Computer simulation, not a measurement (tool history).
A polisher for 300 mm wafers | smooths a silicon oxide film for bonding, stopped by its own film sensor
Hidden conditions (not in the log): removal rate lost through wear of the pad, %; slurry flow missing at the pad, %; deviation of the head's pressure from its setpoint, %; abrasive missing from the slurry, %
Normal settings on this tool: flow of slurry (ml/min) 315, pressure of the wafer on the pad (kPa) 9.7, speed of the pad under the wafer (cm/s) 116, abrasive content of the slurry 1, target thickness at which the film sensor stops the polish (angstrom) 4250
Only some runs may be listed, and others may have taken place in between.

| run | hour | flow of slurry (ml/min) | pressure of the wafer on the pad (kPa) | speed of the pad under the wafer (cm/s) | abrasive content of the slurry | target thickness at which the film sensor stops the polish (angstrom) | wafers since the last listed run | wafers polished on this pad | hours since the slurry nozzle was cleaned | hours since the head pressure was calibrated | hours since the slurry blender was calibrated | incoming thickness of the incoming film, nm | time until the film sensor stopped the polish (s) |
|---|---|---|---|---|---|---|---|---|---|---|---|---|---|
| 1 | 0 | 315 | 9.7 | 116 | 1 | 4250 | 0 | 1001 | 406.2 | 72.8 | 249.4 | 469.7 | 85.1 |
|  | 3.2 | worn pad replaced by a new one |
| 2 | 20.3 | 315 | 9.7 | 116 | 1 | 4250 | 205 | 205 | 426.5 | 93.1 | 269.7 | 465 | 75.9 |
| 3 | 50.9 | 315 | 9.7 | 116 | 1 | 4250 | 366 | 572 | 457.1 | 123.7 | 300.3 | 469.8 | 88.3 |
| 4 | 81.1 | 370 | 9.7 | 86 | 1 | 4250 | 362 | 934 | 487.3 | 153.9 | 330.5 | 472.2 | 112 |
|  | 93.8 | worn pad replaced by a new one |
| 5 | 111.9 | 370 | 9.7 | 86 | 1 | 4250 | 321 | 217 | 518.1 | 184.7 | 361.3 | 459.3 | 81 |
| 6 | 131.1 | 315 | 11 | 116 | 1 | 4250 | 230 | 447 | 537.3 | 203.9 | 380.5 | 470.9 | 83.1 |
| 7 | 156.7 | 315 | 11 | 116 | 1 | 4250 | 306 | 754 | 562.9 | 229.5 | 406.1 | 477.3 | 91.3 |
| 8 | 185 | 315 | 11 | 116 | 1 | 4250 | 339 | 1093 | 591.2 | 257.8 | 434.4 | 469.7 | 77.6 |
|  | 198.4 | worn pad replaced by a new one |
|  | 208.4 | slurry blender recalibrated |
| 9 | 208.9 | 315 | 9.7 | 116 | 1 | 4250 | 214 | 102 | 615.1 | 281.7 | 0.5 | 460.4 | 69.7 |

For run 10, what comes out?
|  | 216.2 | slurry nozzle cleaned |
| 10 | 224 | 315 | 12.4 | 116 | 1 | 4250 | 169 | 271 | 7.8 | 296.8 | 15.6 | 468.8 | ? |

Run 10 measured time until the film sensor stopped the polish (s) 68.7.
If the tool had no hidden condition, the same run with the same run-to-run variation would have returned time until the film sensor stopped the polish (s) 68.7.
